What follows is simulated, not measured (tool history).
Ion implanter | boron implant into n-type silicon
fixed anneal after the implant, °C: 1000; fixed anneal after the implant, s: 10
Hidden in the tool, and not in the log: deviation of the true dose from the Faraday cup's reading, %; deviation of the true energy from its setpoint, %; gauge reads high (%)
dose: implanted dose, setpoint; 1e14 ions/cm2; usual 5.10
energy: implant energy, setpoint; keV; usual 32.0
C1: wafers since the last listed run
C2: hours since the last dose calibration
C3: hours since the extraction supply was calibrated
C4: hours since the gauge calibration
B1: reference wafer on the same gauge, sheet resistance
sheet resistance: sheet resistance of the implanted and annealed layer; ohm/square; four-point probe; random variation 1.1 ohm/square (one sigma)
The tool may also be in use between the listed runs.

Run 1, hour 0.0: usual settings but energy 40.0 keV; C1 0; C2 876.9; C3 4052.4; C4 376.2; B1 158.88. Result: sheet resistance 198.49 ohm/square.
Run 2, hour 14.0: usual settings; C1 336; C2 890.9; C3 4066.4; C4 390.2; B1 159.04. Result: sheet resistance 199.70 ohm/square.
Run 3, hour 46.7: usual settings; C1 786; C2 923.6; C3 4099.1; C4 422.9; B1 158.98. Result: sheet resistance 201.57 ohm/square.
Run 4, hour 80.4: usual settings; C1 810; C2 957.3; C3 4132.8; C4 456.6; B1 159.06. Result: sheet resistance 202.48 ohm/square.
Run 5, hour 104.7: usual settings; C1 584; C2 981.6; C3 4157.1; C4 480.9; B1 159.14. Result: sheet resistance 200.56 ohm/square.
Run 6, hour 129.3: usual settings; C1 591; C2 1006.2; C3 4181.7; C4 505.5; B1 158.98. Result: sheet resistance 202.63 ohm/square.
Run 7, hour 142.2: usual settings; C1 310; C2 1019.1; C3 4194.6; C4 518.4; B1 158.81. Result: sheet resistance 201.75 ohm/square.
Run 8, hour 165.2: usual settings; C1 552; C2 1042.1; C3 4217.6; C4 541.4; B1 158.88. Result: sheet resistance 204.01 ohm/square.
Run 9, hour 200.2: usual settings; C1 841; C2 1077.1; C3 4252.6; C4 576.4; B1 158.90. Result: sheet resistance 203.87 ohm/square.
Run 10, hour 214.2: usual settings but dose 6.16 1e14 ions/cm2; C1 336; C2 1091.1; C3 4266.6; C4 590.4; B1 159.13. Result: sheet resistance 174.83 ohm/square.
Run 11, hour 245.6: usual settings but dose 6.16 1e14 ions/cm2; C1 754; C2 1122.5; C3 4298.0; C4 621.8; B1 158.90. Result: sheet resistance 173.75 ohm/square.
Run 12, hour 262.2: usual settings; C1 399; C2 1139.1; C3 4314.6; C4 638.4; B1 158.85. Result: sheet resistance 202.92 ohm/square.
Run 13, hour 294.1: usual settings but energy 37.5 keV; C1 766; C2 1171.0; C3 4346.5; C4 670.3; B1 159.02. Result: sheet resistance 199.94 ohm/square.
Run 14, hour 309.5: usual settings but energy 37.5 keV; C1 370; C2 1186.4; C3 4361.9; C4 685.7; B1 158.92. Result: sheet resistance 201.16 ohm/square.
At hour 350.2: extraction supply calibrated.
Run 15, hour 393.1: usual settings but energy 25.5 keV; C1 1817; C2 1270.0; C3 42.9; C4 769.3; B1 159.19. Result: sheet resistance 208.42 ohm/square.
Run 16, hour 413.4: usual settings; C1 488; C2 1290.3; C3 63.2; C4 789.6; B1 158.88. Result: sheet resistance 204.70 ohm/square.
Run 17, hour 445.0: usual settings but dose 6.00 1e14 ions/cm2, energy 37.5 keV; C1 759; C2 1321.9; C3 94.8; C4 821.2; B1 158.92. Result: sheet resistance 178.41 ohm/square.
Run 18, hour 475.2: usual settings but dose 3.80 1e14 ions/cm2, energy 23.5 keV; C1 726; C2 1352.1; C3 125.0; C4 851.4; B1 159.03. Result: sheet resistance 264.73 ohm/square.
Run 19, hour 509.4: usual settings but dose 5.49 1e14 ions/cm2; C1 822; C2 1386.3; C3 159.2; C4 885.6; B1 158.96. Result: sheet resistance 192.64 ohm/square.
Run 20, hour 533.1: usual settings but dose 5.66 1e14 ions/cm2, energy 43.0 keV; C1 569; C2 1410.0; C3 182.9; C4 909.3; B1 158.90. Result: sheet resistance 183.66 ohm/square.
Run 21, hour 559.6: usual settings but dose 6.02 1e14 ions/cm2, energy 22.0 keV; C1 637; C2 1436.5; C3 209.4; C4 935.8; B1 158.71. Result: sheet resistance 184.36 ohm/square.
Run 22, hour 586.1: usual settings but dose 3.70 1e14 ions/cm2, energy 42.0 keV; C1 637; C2 1463.0; C3 235.9; C4 962.3; B1 158.73. Result: sheet resistance 256.58 ohm/square.
Run 23, hour 605.0: usual settings; C1 454; C2 1481.9; C3 254.8; C4 981.2; B1 159.05. Result: sheet resistance 205.17 ohm/square.
Run 24, hour 628.6: usual settings but energy 40.0 keV; C1 567; C2 1505.5; C3 278.4; C4 1004.8; B1 159.00. Result: sheet resistance 201.40 ohm/square.
Run 25, hour 655.6: usual settings but energy 27.5 keV; C1 649; C2 1532.5; C3 305.4; C4 1031.8; B1 158.85. Result: sheet resistance 209.55 ohm/square.
Run 26, hour 685.0: usual settings but dose 6.15 1e14 ions/cm2; C1 706; C2 1561.9; C3 334.8; C4 1061.2; B1 158.81. Result: sheet resistance 177.09 ohm/square.
At hour 707.1: Faraday cup replaced and dose calibrated.
Run 27, hour 707.6: usual settings but dose 4.19 1e14 ions/cm2; C1 350; C2 0.5; C3 357.4; C4 1083.8; B1 158.79. Result: sheet resistance 231.64 ohm/square.
Run 28, hour 729.3: usual settings but energy 27.0 keV; C1 521; C2 22.2; C3 379.1; C4 1105.5; B1 158.74. Result: sheet resistance 201.11 ohm/square.
Run 29, hour 743.7: usual settings but energy 40.5 keV; C1 346; C2 36.6; C3 393.5; C4 1119.9; B1 158.66. Result: sheet resistance 192.33 ohm/square.
Run 30, hour 773.2: usual settings but dose 5.54 1e14 ions/cm2, energy 26.5 keV; C1 709; C2 66.1; C3 423.0; C4 1149.4; B1 159.01. Result: sheet resistance 186.41 ohm/square.
At hour 774.7: gauge calibrated.
Run 31, hour 799.3: usual settings but dose 6.42 1e14 ions/cm2, energy 35.5 keV; C1 627; C2 92.2; C3 449.1; C4 24.6; B1 158.92. Result: sheet resistance 161.15 ohm/square.
Run 32, hour 824.5: usual settings but dose 6.39 1e14 ions/cm2, energy 23.0 keV; C1 605; C2 117.4; C3 474.3; C4 49.8; B1 159.03. Result: sheet resistance 168.24 ohm/square.
Run 33, hour 889.7: usual settings but dose 4.27 1e14 ions/cm2, energy 40.0 keV; C1 1567; C2 182.6; C3 539.5; C4 115.0; B1 158.94. Result: sheet resistance 223.12 ohm/square.
Run 34, hour 914.7: usual settings but energy 29.0 keV; C1 600; C2 207.6; C3 564.5; C4 140.0; B1 158.97. Result: sheet resistance 198.88 ohm/square.
Run 35, hour 950.3: usual settings but dose 5.94 1e14 ions/cm2, energy 25.0 keV; C1 855; C2 243.2; C3 600.1; C4 175.6; B1 158.76. Result: sheet resistance 178.14 ohm/square.
Run 36, hour 964.6: usual settings; C1 343; C2 257.5; C3 614.4; C4 189.9; B1 159.23. Result: sheet resistance 198.17 ohm/square.
Run 37, hour 992.8: usual settings but dose 4.49 1e14 ions/cm2, energy 25.0 keV; C1 677; C2 285.7; C3 642.6; C4 218.1; B1 158.92. Result: sheet resistance 225.06 ohm/square.
Run 38, hour 1024.0: usual settings but energy 37.5 keV; C1 750; C2 316.9; C3 673.8; C4 249.3; B1 158.98. Result: sheet resistance 194.61 ohm/square.

Some steps in sheet resistance between neighbouring runs. How much of each would the tool show without its hidden state too (settings, what came in, random variation), and how much is left for the hidden state, with any gauge scatter that isn't in both results?
Run 17 -> 18: dose 6.00 -> 3.80, energy 37.5 -> 23.5. sheet resistance +86.32 ohm/square: hidden state +2.51, all else +83.81.
Run 18 -> 19: dose 3.80 -> 5.49, energy 23.5 -> 32.0. sheet resistance -72.09 ohm/square: hidden state -1.64, all else -70.45.
Run 21 -> 22: dose 6.02 -> 3.70, energy 22.0 -> 42.0. sheet resistance +72.22 ohm/square: hidden state +2.05, all else +70.17.
Run 26 -> 27: dose 6.15 -> 4.19, Faraday cup replaced and dose calibrated. sheet resistance +54.55 ohm/square: hidden state -7.77, all else +62.32.
